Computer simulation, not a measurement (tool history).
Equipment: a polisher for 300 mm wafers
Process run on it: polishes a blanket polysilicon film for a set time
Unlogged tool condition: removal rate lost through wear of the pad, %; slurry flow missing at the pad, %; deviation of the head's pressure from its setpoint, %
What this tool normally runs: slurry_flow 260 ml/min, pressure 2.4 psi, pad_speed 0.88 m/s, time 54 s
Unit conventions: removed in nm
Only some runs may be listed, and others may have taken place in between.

run	hour	slurry_flow	pressure	pad_speed	time	wafers since the last listed run	wafers polished on this pad	hours since the slurry nozzle was cleaned	hours since the head pressure was calibrated	incoming thickness of the incoming film, nm	removed
1	0.0	260	2.4	1.00	54	0	2138	173.1	576.2	947.8	373.5
# hour 14.2: head pressure recalibrated
2	90.6	260	2.4	1.00	54	553	2691	263.7	76.4	957.4	406.5
# hour 117.8: worn pad replaced by a new one
3	167.5	260	2.4	0.88	54	455	310	340.6	153.3	939.2	393.8
4	227.7	260	2.4	0.88	54	375	686	400.8	213.5	940.4	389.4
5	280.7	260	2.4	0.88	54	330	1016	453.8	266.5	960.3	385.2
# hour 288.6: slurry nozzle cleaned
6	385.7	260	2.4	0.88	48	649	1666	97.1	371.5	938.7	328.9
7	438.9	260	2.4	0.88	54	332	1998	150.3	424.7	957.8	355.2
8	521.7	260	2.4	0.88	54	516	2515	233.1	507.5	940.9	340.6
# hour 524.0: head pressure recalibrated
# hour 548.2: worn pad replaced by a new one
9	584.0	260	2.4	0.88	54	351	223	295.4	60.0	945.5	410.6
10	648.9	260	2.4	0.88	54	405	628	360.3	124.9	945.6	395.7
# hour 701.7: slurry nozzle cleaned
11	718.9	260	2.4	0.88	54	430	1059	17.2	194.9	945.2	387.9
12	761.1	260	2.4	0.88	54	263	1322	59.4	237.1	932.0	376.0
13	866.0	260	2.4	0.88	54	654	1977	164.3	342.0	925.7	366.9
14	957.2	260	2.4	0.88	54	569	2547	255.5	433.2	931.7	342.1
15	998.1	260	2.4	0.88	54	255	2802	296.4	474.1	922.9	338.7
# hour 1035.3: worn pad replaced by a new one
# hour 1058.0: head pressure recalibrated
16	1087.8	280	2.4	0.88	54	522	315	386.1	29.8	943.4	407.6
# hour 1136.1: slurry nozzle cleaned
17	1138.4	280	2.4	0.88	54	309	624	2.3	80.4	954.8	402.0
18	1192.1	175	2.4	1.04	54	335	960	56.0	134.1	939.6	421.1
19	1240.0	260	2.4	0.88	65	299	1259	103.9	182.0	929.5	471.4
20	1304.2	285	2.4	0.78	43	400	1659	168.1	246.2	927.7	276.6
21	1367.4	230	3.1	0.88	54	394	2054	231.3	309.4	951.7	450.9
22	1417.3	285	1.7	1.04	41	311	2365	281.2	359.3	936.9	235.8
23	1464.8	260	2.4	0.88	54	296	2662	328.7	406.8	940.5	348.2
# hour 1544.1: worn pad replaced by a new one
24	1546.0	260	2.4	0.88	54	481	11	409.9	488.0	945.6	381.0
# hour 1568.6: slurry nozzle cleaned
# hour 1586.7: head pressure recalibrated
25	1598.6	185	3.0	0.70	54	309	321	30.0	11.9	938.3	411.0
26	1664.4	260	2.4	0.88	54	410	732	95.8	77.7	944.9	403.9
27	1700.4	260	3.1	0.88	54	224	957	131.8	113.7	944.4	490.2
28	1747.0	225	1.7	0.88	71	290	1247	178.4	160.3	950.2	391.6
29	1837.9	260	2.4	0.88	54	567	1815	269.3	251.2	948.8	381.4
30	1920.6	320	2.7	0.88	62	516	2331	352.0	333.9	936.9	465.1
31	2015.9	260	2.4	0.88	54	594	2926	447.3	429.2	927.5	347.1
# hour 2022.9: worn pad replaced by a new one
# hour 2035.2: slurry nozzle cleaned
# hour 2061.0: head pressure recalibrated
32	2069.6	260	2.4	0.72	54	291	272	34.4	8.6	938.1	344.9
33	2118.6	260	2.4	0.88	54	305	578	83.4	57.6	935.6	400.0
34	2168.6	260	1.9	0.88	69	312	890	133.4	107.6	926.8	413.7
35	2262.1	330	2.1	1.00	67	583	1474	226.9	201.1	925.0	468.3

Subtracting, for every run, the result it would have given without the tool's unlogged condition from the measured result gives the following. The same run-to-run variation enters both numbers; the gauge's scatter may not:
run	removed
1	-77.3
2	-44.4
3	-12.7
4	-21.5
5	-29.8
6	-42.6
7	-56.8
8	-72.9
9	-7.1
10	-14.9
11	-24.4
12	-30.2
13	-47.7
14	-62.5
15	-70.9
16	-7.1
17	-12.9
18	-21.0
19	-31.8
20	-26.0
21	-55.9
22	-35.4
23	-61.8
24	-29.9
25	-2.7
26	-10.1
27	-17.9
28	-20.7
29	-34.3
30	-60.4
31	-64.0
32	-9.9
33	-17.1
34	-24.2
35	-43.9

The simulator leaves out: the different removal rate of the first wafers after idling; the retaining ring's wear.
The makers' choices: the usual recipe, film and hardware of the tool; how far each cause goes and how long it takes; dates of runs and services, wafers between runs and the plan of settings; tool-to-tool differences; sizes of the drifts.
